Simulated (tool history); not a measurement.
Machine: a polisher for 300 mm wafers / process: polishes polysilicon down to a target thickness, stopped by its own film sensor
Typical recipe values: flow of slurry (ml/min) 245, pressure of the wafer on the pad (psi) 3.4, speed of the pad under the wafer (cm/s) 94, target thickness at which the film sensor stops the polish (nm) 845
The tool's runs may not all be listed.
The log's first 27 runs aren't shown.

run	day	flow of slurry (ml/min)	pressure of the wafer on the pad (psi)	speed of the pad under the wafer (cm/s)	target thickness at which the film sensor stops the polish (nm)	incoming thickness of the incoming film, nm	time until the film sensor stopped the polish (s)
28	31.712	160	2.4	110	990	1307.9	50.4
29	32.979	280	2.5	94	890	1289.0	65.3
30	34.317	300	3.4	120	845	1284.6	45.2
31	35.108	245	3.4	84	845	1298.2	69.0
# day 35.446: worn pad replaced by a new one
32	36.571	245	3.4	94	845	1300.4	61.4
33	37.229	245	3.4	106	694	1287.8	72.3
34	38.008	245	3.4	94	845	1287.8	60.5
35	39.300	245	3.9	116	845	1305.1	46.9
36	40.058	245	3.9	94	845	1308.6	57.2
37	41.408	190	3.8	68	906	1294.8	68.3

Consider 4 possible next runs. They are alternatives, not a sequence: every one starts from the tool as it was left by run 37. What does each give?
A	41.425	195	3.4	94	845	1285.3	?
B	41.425	245	4.4	94	991	1285.3	?
C	41.425	170	3.4	94	845	1285.3	?
D	41.425	205	3.9	104	720	1285.3	?

run	time until the film sensor stopped the polish (s)
A	62.0
B	32.6
C	63.8
D	64.2
Without the tool's unlogged condition, the same runs would have read:
run	time until the film sensor stopped the polish (s)
A	57.2
B	30.5
C	58.3
D	59.4
